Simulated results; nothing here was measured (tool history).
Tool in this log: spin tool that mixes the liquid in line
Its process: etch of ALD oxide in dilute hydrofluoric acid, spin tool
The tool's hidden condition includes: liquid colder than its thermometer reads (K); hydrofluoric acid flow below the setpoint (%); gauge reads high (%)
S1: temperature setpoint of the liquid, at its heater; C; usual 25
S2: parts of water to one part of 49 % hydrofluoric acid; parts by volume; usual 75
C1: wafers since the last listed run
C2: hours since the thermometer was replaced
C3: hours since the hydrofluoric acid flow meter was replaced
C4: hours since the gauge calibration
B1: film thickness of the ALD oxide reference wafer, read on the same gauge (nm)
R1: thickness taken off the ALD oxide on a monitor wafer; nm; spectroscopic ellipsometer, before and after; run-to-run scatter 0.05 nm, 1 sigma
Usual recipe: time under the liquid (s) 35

{"run": 1, "hour": 0.0, "S1": 25, "S2": 75, "time under the liquid (s)": 35, "C1": 0, "C2": 1904.3, "C3": 0.6, "C4": 1517.6, "B1": 39.97, "R1": 9.23}
{"hour": 76.8, "done": "thermometer replaced"}
{"run": 2, "hour": 94.6, "S1": 25, "S2": 75, "time under the liquid (s)": 35, "C1": 1573, "C2": 17.8, "C3": 95.2, "C4": 1612.2, "B1": 39.99, "R1": 9.28}
{"run": 3, "hour": 192.6, "S1": 25, "S2": 75, "time under the liquid (s)": 35, "C1": 1647, "C2": 115.8, "C3": 193.2, "C4": 1710.2, "B1": 40.01, "R1": 9.2}
{"run": 4, "hour": 298.3, "S1": 24, "S2": 75, "time under the liquid (s)": 35, "C1": 1776, "C2": 221.5, "C3": 298.9, "C4": 1815.9, "B1": 40.04, "R1": 8.99}
{"run": 5, "hour": 377.7, "S1": 25, "S2": 75, "time under the liquid (s)": 25, "C1": 1334, "C2": 300.9, "C3": 378.3, "C4": 1895.3, "B1": 39.98, "R1": 6.6}
{"run": 6, "hour": 692.2, "S1": 25, "S2": 75, "time under the liquid (s)": 25, "C1": 5286, "C2": 615.4, "C3": 692.8, "C4": 2209.8, "B1": 39.99, "R1": 6.67}
{"run": 7, "hour": 774.8, "S1": 25, "S2": 75, "time under the liquid (s)": 25, "C1": 1388, "C2": 698, "C3": 775.4, "C4": 2292.4, "B1": 39.97, "R1": 6.63}
{"run": 8, "hour": 867.7, "S1": 25, "S2": 75, "time under the liquid (s)": 35, "C1": 1561, "C2": 790.9, "C3": 868.3, "C4": 2385.3, "B1": 39.98, "R1": 9.29}
{"hour": 1173.8, "done": "gauge calibrated"}
{"run": 9, "hour": 1178.0, "S1": 25, "S2": 75, "time under the liquid (s)": 35, "C1": 5215, "C2": 1101.2, "C3": 1178.6, "C4": 4.2, "B1": 40.05, "R1": 9.34}
{"run": 10, "hour": 1265.8, "S1": 25, "S2": 75, "time under the liquid (s)": 35, "C1": 1475, "C2": 1189, "C3": 1266.4, "C4": 92, "B1": 40, "R1": 9.35}
{"run": 11, "hour": 1519.9, "S1": 25, "S2": 75, "time under the liquid (s)": 35, "C1": 4270, "C2": 1443.1, "C3": 1520.5, "C4": 346.1, "B1": 39.97, "R1": 9.33}
{"run": 12, "hour": 1605.8, "S1": 25, "S2": 75, "time under the liquid (s)": 35, "C1": 1443, "C2": 1529, "C3": 1606.4, "C4": 432, "B1": 40.01, "R1": 9.36}
{"run": 13, "hour": 1689.9, "S1": 25, "S2": 60, "time under the liquid (s)": 35, "C1": 1413, "C2": 1613.1, "C3": 1690.5, "C4": 516.1, "B1": 40.04, "R1": 11.89}
{"run": 14, "hour": 1750.4, "S1": 25, "S2": 60, "time under the liquid (s)": 35, "C1": 1016, "C2": 1673.6, "C3": 1751, "C4": 576.6, "B1": 40.01, "R1": 11.82}
{"hour": 1785.7, "done": "thermometer replaced"}
{"run": 15, "hour": 1874.7, "S1": 25, "S2": 60, "time under the liquid (s)": 35, "C1": 2072, "C2": 89, "C3": 1875.3, "C4": 700.9, "B1": 40.02, "R1": 11.89}
{"hour": 1943.3, "done": "hydrofluoric acid flow meter replaced"}
{"run": 16, "hour": 1973.5, "S1": 25, "S2": 75, "time under the liquid (s)": 35, "C1": 1643, "C2": 187.8, "C3": 30.2, "C4": 799.7, "B1": 39.98, "R1": 9.36}
{"run": 17, "hour": 2035.8, "S1": 22.5, "S2": 110, "time under the liquid (s)": 35, "C1": 1047, "C2": 250.1, "C3": 92.5, "C4": 862, "B1": 40.02, "R1": 5.51}
{"run": 18, "hour": 2072.9, "S1": 22, "S2": 60, "time under the liquid (s)": 50, "C1": 623, "C2": 287.2, "C3": 129.6, "C4": 899.1, "B1": 40, "R1": 15.08}
{"run": 19, "hour": 2126.1, "S1": 23.5, "S2": 75, "time under the liquid (s)": 25, "C1": 894, "C2": 340.4, "C3": 182.8, "C4": 952.3, "B1": 40.01, "R1": 6.21}
{"run": 20, "hour": 2230.1, "S1": 25, "S2": 105, "time under the liquid (s)": 35, "C1": 1748, "C2": 444.4, "C3": 286.8, "C4": 1056.3, "B1": 39.98, "R1": 6.42}
{"run": 21, "hour": 2295.8, "S1": 29, "S2": 90, "time under the liquid (s)": 15, "C1": 1104, "C2": 510.1, "C3": 352.5, "C4": 1122, "B1": 40, "R1": 3.8}
{"run": 22, "hour": 2393.2, "S1": 20.5, "S2": 95, "time under the liquid (s)": 35, "C1": 1637, "C2": 607.5, "C3": 449.9, "C4": 1219.4, "B1": 40.02, "R1": 5.97}
{"run": 23, "hour": 2459.8, "S1": 25, "S2": 110, "time under the liquid (s)": 35, "C1": 1119, "C2": 674.1, "C3": 516.5, "C4": 1286, "B1": 40.04, "R1": 6.07}
{"run": 24, "hour": 2558.3, "S1": 20.5, "S2": 85, "time under the liquid (s)": 50, "C1": 1655, "C2": 772.6, "C3": 615, "C4": 1384.5, "B1": 39.99, "R1": 9.72}
{"run": 25, "hour": 2677.6, "S1": 20, "S2": 75, "time under the liquid (s)": 30, "C1": 2005, "C2": 891.9, "C3": 734.3, "C4": 1503.8, "B1": 39.96, "R1": 6.58}
{"run": 26, "hour": 2785.1, "S1": 25, "S2": 75, "time under the liquid (s)": 35, "C1": 1806, "C2": 999.4, "C3": 841.8, "C4": 1611.3, "B1": 40.01, "R1": 9.26}
{"run": 27, "hour": 2873.4, "S1": 25, "S2": 75, "time under the liquid (s)": 20, "C1": 1484, "C2": 1087.7, "C3": 930.1, "C4": 1699.6, "B1": 40, "R1": 5.3}
{"run": 28, "hour": 2923.2, "S1": 25, "S2": 75, "time under the liquid (s)": 35, "C1": 837, "C2": 1137.5, "C3": 979.9, "C4": 1749.4, "B1": 40.06, "R1": 9.44}
{"run": 29, "hour": 3011.7, "S1": 22, "S2": 55, "time under the liquid (s)": 45, "C1": 1487, "C2": 1226, "C3": 1068.4, "C4": 1837.9, "B1": 39.99, "R1": 14.87}
{"run": 30, "hour": 3090.7, "S1": 25, "S2": 75, "time under the liquid (s)": 35, "C1": 1327, "C2": 1305, "C3": 1147.4, "C4": 1916.9, "B1": 40, "R1": 9.24}
{"run": 31, "hour": 3172.3, "S1": 22.5, "S2": 75, "time under the liquid (s)": 35, "C1": 1371, "C2": 1386.6, "C3": 1229, "C4": 1998.5, "B1": 39.98, "R1": 8.34}
{"run": 32, "hour": 3279.1, "S1": 25, "S2": 75, "time under the liquid (s)": 35, "C1": 1795, "C2": 1493.4, "C3": 1335.8, "C4": 2105.3, "B1": 40.02, "R1": 9.28}
{"run": 33, "hour": 3351.4, "S1": 25, "S2": 110, "time under the liquid (s)": 35, "C1": 1215, "C2": 1565.7, "C3": 1408.1, "C4": 2177.6, "B1": 39.98, "R1": 6.06}

Predict each of these 5 candidate next runs independently; none follows another, all start after run 33:
{"run": "A", "hour": 3351.8, "S1": 25, "S2": 75, "time under the liquid (s)": 45, "C1": 6, "C2": 1566.1, "C3": 1408.5, "C4": 2178, "B1": "?", "R1": "?"}
{"run": "B", "hour": 3351.8, "S1": 22.5, "S2": 65, "time under the liquid (s)": 30, "C1": 6, "C2": 1566.1, "C3": 1408.5, "C4": 2178, "B1": "?", "R1": "?"}
{"run": "C", "hour": 3351.8, "S1": 25, "S2": 90, "time under the liquid (s)": 35, "C1": 6, "C2": 1566.1, "C3": 1408.5, "C4": 2178, "B1": "?", "R1": "?"}
{"run": "D", "hour": 3351.8, "S1": 21.5, "S2": 75, "time under the liquid (s)": 20, "C1": 6, "C2": 1566.1, "C3": 1408.5, "C4": 2178, "B1": "?", "R1": "?"}
{"run": "E", "hour": 3351.8, "S1": 25, "S2": 40, "time under the liquid (s)": 35, "C1": 6, "C2": 1566.1, "C3": 1408.5, "C4": 2178, "B1": "?", "R1": "?"}

run=A B1=40.02 R1=11.98
run=B B1=40.02 R1=8.43
run=C B1=40.02 R1=7.61
run=D B1=40.02 R1=4.62
run=E B1=40.02 R1=18.31
The same runs, with their run-to-run variation unchanged, on a tool lacking any hidden condition would have given:
run=A R1=11.98
run=B R1=8.43
run=C R1=7.61
run=D R1=4.62
run=E R1=18.31

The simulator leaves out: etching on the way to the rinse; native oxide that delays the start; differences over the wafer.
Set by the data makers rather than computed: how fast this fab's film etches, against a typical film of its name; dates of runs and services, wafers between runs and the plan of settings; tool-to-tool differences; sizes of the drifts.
